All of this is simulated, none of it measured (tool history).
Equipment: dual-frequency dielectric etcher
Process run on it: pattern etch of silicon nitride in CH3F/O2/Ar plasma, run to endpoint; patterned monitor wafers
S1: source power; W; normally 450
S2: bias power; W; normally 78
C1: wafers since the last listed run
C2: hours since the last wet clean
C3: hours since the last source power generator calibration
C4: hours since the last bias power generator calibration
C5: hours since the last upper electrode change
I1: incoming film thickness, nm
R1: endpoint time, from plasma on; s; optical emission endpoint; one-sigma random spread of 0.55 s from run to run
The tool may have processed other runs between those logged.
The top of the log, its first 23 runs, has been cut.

run,day,S1,S2,C1,C2,C3,C4,C5,I1,R1
24,12.342,550,61,283,517.3,34.5,2836.0,2757.2,46.91,68.1
# day 13.371: upper electrode replaced
25,13.392,530,70,18,542.5,59.7,2861.2,0.5,46.87,67.3
26,13.425,450,89,12,543.3,60.5,2862.0,1.3,47.36,68.8
27,13.975,450,78,208,556.5,73.7,2875.2,14.5,47.53,72.4
28,14.525,370,87,208,569.7,86.9,2888.4,27.7,46.84,75.4
# day 14.908: bias power generator calibrated
# day 15.554: wet clean of the chamber
29,15.575,510,92,89,0.5,112.1,16.0,52.9,46.65,65.0
30,16.967,450,92,526,33.9,145.5,49.4,86.3,47.08,69.5
31,17.421,450,94,171,44.8,156.4,60.3,97.2,47.42,68.5
32,18.000,520,71,219,58.7,170.3,74.2,111.1,47.50,68.6

Run 33 is up next; what results do you expect?
33,18.683,380,71,258,75.1,186.7,90.6,127.5,47.27,?

Run 33 produced R1 77.3 s.
With the hidden condition absent and the run-to-run variation left alone, this run would have shown R1 77.3 s.

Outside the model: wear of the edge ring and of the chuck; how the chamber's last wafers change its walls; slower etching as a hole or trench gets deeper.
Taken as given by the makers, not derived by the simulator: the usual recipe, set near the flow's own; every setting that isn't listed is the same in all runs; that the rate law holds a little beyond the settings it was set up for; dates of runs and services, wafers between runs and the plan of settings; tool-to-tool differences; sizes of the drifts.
